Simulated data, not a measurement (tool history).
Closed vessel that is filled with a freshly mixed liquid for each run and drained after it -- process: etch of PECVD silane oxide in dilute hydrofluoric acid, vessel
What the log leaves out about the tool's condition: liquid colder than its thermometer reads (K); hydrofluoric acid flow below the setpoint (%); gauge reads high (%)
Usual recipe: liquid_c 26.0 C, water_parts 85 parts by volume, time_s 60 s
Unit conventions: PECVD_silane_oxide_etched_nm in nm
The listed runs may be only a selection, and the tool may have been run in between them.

run,hour,liquid_c,water_parts,time_s,wafers since the last listed run,hours since the thermometer was replaced,hours since the hydrofluoric acid flow meter was replaced,hours since the gauge calibration,"read-back film thickness of the PECVD silane oxide reference wafer, read on the same gauge (nm)",PECVD_silane_oxide_etched_nm
1,0.0,26.0,85,40,0,1409.5,1216.2,597.6,49.98,20.89
2,82.4,26.0,85,40,7012,1491.9,1298.6,680.0,49.98,20.85
3,133.9,26.0,85,60,4382,1543.4,1350.1,731.5,49.99,31.47
4,201.6,26.0,85,60,5761,1611.1,1417.8,799.2,50.00,31.41
5,284.5,26.0,85,50,7054,1694.0,1500.7,882.1,50.00,26.00
6,342.1,26.0,85,50,4901,1751.6,1558.3,939.7,49.98,26.26
7,422.6,26.0,85,60,6850,1832.1,1638.8,1020.2,49.99,31.16
8,502.1,26.0,85,60,6765,1911.6,1718.3,1099.7,49.98,31.21
9,569.4,26.0,85,60,5727,1978.9,1785.6,1167.0,49.98,31.02
10,625.4,26.0,85,60,4765,2034.9,1841.6,1223.0,50.01,30.92
11,692.1,26.0,85,60,5676,2101.6,1908.3,1289.7,49.99,31.13
12,770.0,26.0,65,35,6629,2179.5,1986.2,1367.6,50.03,24.25
# hour 797.9: hydrofluoric acid flow meter replaced
13,882.4,26.0,65,35,9480,2291.9,84.5,1480.0,49.98,24.18
14,972.1,26.0,65,35,7633,2381.6,174.2,1569.7,50.01,24.35
15,1074.8,21.5,85,50,8739,2484.3,276.9,1672.4,49.98,21.43
# hour 1115.5: thermometer replaced
16,1145.4,26.0,85,50,5923,29.9,347.5,1743.0,49.97,26.85
17,1244.1,26.0,85,60,8399,128.6,446.2,1841.7,49.99,31.69

What will run 18 give?
18,1306.9,26.0,120,50,5344,191.4,509.0,1904.5,?,?

Run 18 measured read-back film thickness of the PECVD silane oxide reference wafer, read on the same gauge (nm) 50.01, PECVD_silane_oxide_etched_nm 18.02 nm.
On a tool with no hidden condition, and with the same random variation, this run would have come out at PECVD_silane_oxide_etched_nm 18.08 nm.

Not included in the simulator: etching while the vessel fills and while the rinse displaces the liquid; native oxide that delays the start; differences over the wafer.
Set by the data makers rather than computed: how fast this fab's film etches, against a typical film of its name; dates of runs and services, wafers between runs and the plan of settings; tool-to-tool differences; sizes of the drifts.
